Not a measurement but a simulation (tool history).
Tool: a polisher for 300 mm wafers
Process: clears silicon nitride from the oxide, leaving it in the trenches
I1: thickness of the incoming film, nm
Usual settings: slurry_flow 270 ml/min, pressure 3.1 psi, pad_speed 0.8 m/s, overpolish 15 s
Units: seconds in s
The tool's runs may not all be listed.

Run 1, hour 0: usual settings; I1 141.8. Result: seconds 189.5 s.
Run 2, hour 18: usual settings; I1 140.9. Result: seconds 188.7 s.
Run 3, hour 28.5: usual settings; I1 140.1. Result: seconds 185.8 s.
Run 4, hour 80.3: usual settings but slurry_flow 345 ml/min; I1 141. Result: seconds 183.3 s.
Run 5, hour 87.3: usual settings but slurry_flow 345 ml/min; I1 139.3. Result: seconds 188.3 s.
Run 6, hour 94.1: usual settings but slurry_flow 205 ml/min; I1 137.7. Result: seconds 188.4 s.
Run 7, hour 112: usual settings but slurry_flow 205 ml/min; I1 139.5. Result: seconds 195.5 s.
Run 8, hour 119.1: usual settings but pressure 3.4 psi; I1 139.1. Result: seconds 174.9 s.
Run 9, hour 133.4: usual settings but pressure 3.4 psi; I1 141.8. Result: seconds 180.4 s.
Run 10, hour 145.3: usual settings; I1 139.7. Result: seconds 194.2 s.
Run 11, hour 162.6: usual settings; I1 140.5. Result: seconds 183.1 s.
Run 12, hour 172.4: usual settings; I1 139.9. Result: seconds 187.2 s.
Run 13, hour 185.4: usual settings but slurry_flow 200 ml/min; I1 141.6. Result: seconds 194.1 s.
Run 14, hour 192.6: usual settings but slurry_flow 200 ml/min; I1 138.8. Result: seconds 191.4 s.
Run 15, hour 199.7: usual settings but slurry_flow 200 ml/min; I1 139. Result: seconds 187.5 s.
Run 16, hour 206.4: usual settings but overpolish 18 s; I1 140. Result: seconds 186.9 s.
Run 17, hour 219.5: usual settings but overpolish 18 s; I1 137.7. Result: seconds 180.7 s.
Run 18, hour 231: usual settings but pressure 2.7 psi; I1 142.2. Result: seconds 215.6 s.
Run 19, hour 242.9: usual settings but slurry_flow 185 ml/min, pressure 3.7 psi, pad_speed 0.56 m/s; I1 139.9. Result: seconds 228.1 s.
Run 20, hour 249.7: usual settings but slurry_flow 220 ml/min, pressure 2.3 psi, overpolish 9 s; I1 137.7. Result: seconds 255.6 s.
Run 21, hour 291: usual settings but pressure 3.4 psi; I1 140.3. Result: seconds 173.1 s.
Run 22, hour 297.8: usual settings but slurry_flow 345 ml/min; I1 139.1. Result: seconds 184.8 s.
Run 23, hour 313.6: usual settings; I1 138. Result: seconds 184.9 s.
Run 24, hour 322.9: usual settings but slurry_flow 175 ml/min; I1 138. Result: seconds 195.3 s.
Run 25, hour 334.6: usual settings but pressure 2.3 psi, overpolish 12 s; I1 138.3. Result: seconds 255.6 s.
Run 26, hour 347.5: usual settings but slurry_flow 360 ml/min, pressure 4 psi, pad_speed 0.62 m/s, overpolish 6 s; I1 142.7. Result: seconds 189.7 s.
Run 27, hour 358.7: usual settings but pressure 4 psi, pad_speed 0.92 m/s, overpolish 13 s; I1 139.6. Result: seconds 131.3 s.
Run 28, hour 368.9: usual settings but overpolish 12 s; I1 139.6. Result: seconds 186 s.
Run 29, hour 379.6: usual settings; I1 137.5. Result: seconds 181.9 s.
Run 30, hour 396.2: usual settings but slurry_flow 195 ml/min, pressure 4 psi, pad_speed 0.9 m/s, overpolish 18 s; I1 141.9. Result: seconds 131.9 s.
Run 31, hour 408: usual settings but slurry_flow 365 ml/min, pad_speed 0.92 m/s; I1 140. Result: seconds 157.4 s.
Run 32, hour 422.6: usual settings but pressure 2.7 psi, pad_speed 0.52 m/s, overpolish 23 s; I1 139.4. Result: seconds 332.9 s.
Run 33, hour 466.9: usual settings; I1 139.2. Result: seconds 187.1 s.
Run 34, hour 481.3: usual settings but slurry_flow 345 ml/min, pad_speed 0.72 m/s, overpolish 6 s; I1 140.3. Result: seconds 202.4 s.
Run 35, hour 493.9: usual settings but pressure 2.4 psi, pad_speed 0.7 m/s; I1 140.5. Result: seconds 274.7 s.
Run 36, hour 502.8: usual settings but slurry_flow 300 ml/min, pad_speed 0.56 m/s; I1 139.4. Result: seconds 266.7 s.

Not shown: 4 entries that the log had between the listed runs. Between which runs, and how does the tool's hidden state differ before and after?
Between runs 10 and 11: worn pad replaced by a new one (hour 160.2)
  removal rate lost through wear of the pad, %: 4.19 -> 0.457
  measured less the result without the state, seconds: +8.2 -> +0.9 s
Between runs 22 and 23: head pressure recalibrated (hour 302.9); slurry nozzle cleaned (hour 303.1)
  removal rate lost through wear of the pad, %: 2.44 -> 2.92
  measured less the result without the state, seconds: +4.5 -> +5.4 s
Between runs 27 and 28: worn pad replaced by a new one (hour 366)
  removal rate lost through wear of the pad, %: 4.59 -> 0.28
  measured less the result without the state, seconds: +6 -> +0.6 s
